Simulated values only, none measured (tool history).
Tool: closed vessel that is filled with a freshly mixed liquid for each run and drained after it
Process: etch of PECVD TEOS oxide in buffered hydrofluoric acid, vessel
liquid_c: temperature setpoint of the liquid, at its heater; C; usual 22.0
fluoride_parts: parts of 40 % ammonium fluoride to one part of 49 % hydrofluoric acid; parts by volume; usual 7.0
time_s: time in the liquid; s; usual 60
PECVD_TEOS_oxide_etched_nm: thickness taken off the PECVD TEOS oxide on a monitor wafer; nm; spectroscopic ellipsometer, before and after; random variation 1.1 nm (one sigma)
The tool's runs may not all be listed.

| run | hour | liquid_c | fluoride_parts | time_s | read-back film thickness of the PECVD TEOS oxide reference wafer, read on the same gauge (nm) | PECVD_TEOS_oxide_etched_nm |
|---|---|---|---|---|---|---|
| 1 | 0.0 | 22.0 | 7.0 | 60 | 99.99 | 134.59 |
| 2 | 17.5 | 22.0 | 7.0 | 60 | 100.01 | 133.69 |
| 3 | 36.6 | 22.0 | 7.0 | 60 | 99.99 | 134.82 |
| 4 | 66.9 | 21.0 | 7.0 | 60 | 99.99 | 127.91 |
| 5 | 100.2 | 22.0 | 7.0 | 75 | 100.00 | 168.80 |
| 6 | 116.1 | 22.0 | 7.0 | 75 | 100.01 | 168.14 |
| 7 | 128.3 | 22.0 | 7.0 | 60 | 100.02 | 132.90 |
| 8 | 152.0 | 22.0 | 7.0 | 60 | 100.02 | 134.04 |
| 9 | 183.1 | 22.0 | 7.0 | 60 | 99.98 | 136.07 |
| 10 | 198.3 | 20.0 | 7.0 | 60 | 99.98 | 118.68 |
|  | 215.7 | hydrofluoric acid flow meter replaced |
| 11 | 225.1 | 20.0 | 7.0 | 60 | 100.01 | 133.30 |
| 12 | 238.5 | 22.0 | 7.0 | 60 | 100.01 | 148.15 |
| 13 | 258.2 | 23.5 | 7.0 | 80 | 100.04 | 218.99 |
| 14 | 293.2 | 22.0 | 7.0 | 60 | 100.02 | 149.42 |
| 15 | 323.7 | 22.0 | 7.0 | 60 | 99.99 | 147.29 |
|  | 340.3 | gauge calibrated |
| 16 | 347.4 | 25.0 | 5.0 | 35 | 100.02 | 137.81 |
| 17 | 361.8 | 20.0 | 8.5 | 90 | 99.99 | 163.49 |
|  | 379.1 | thermometer replaced |
| 18 | 381.8 | 17.0 | 5.0 | 60 | 99.97 | 141.52 |
| 19 | 399.2 | 22.0 | 8.0 | 60 | 100.00 | 122.55 |

Run 20 comes next. What will it give?
| 20 | 429.6 | 19.0 | 8.5 | 35 | ? | ? |

read-back film thickness of the PECVD TEOS oxide reference wafer, read on the same gauge (nm): 100.00
PECVD_TEOS_oxide_etched_nm: 56.71 nm
Without the tool's hidden state the same run would have given PECVD_TEOS_oxide_etched_nm 56.91 nm.
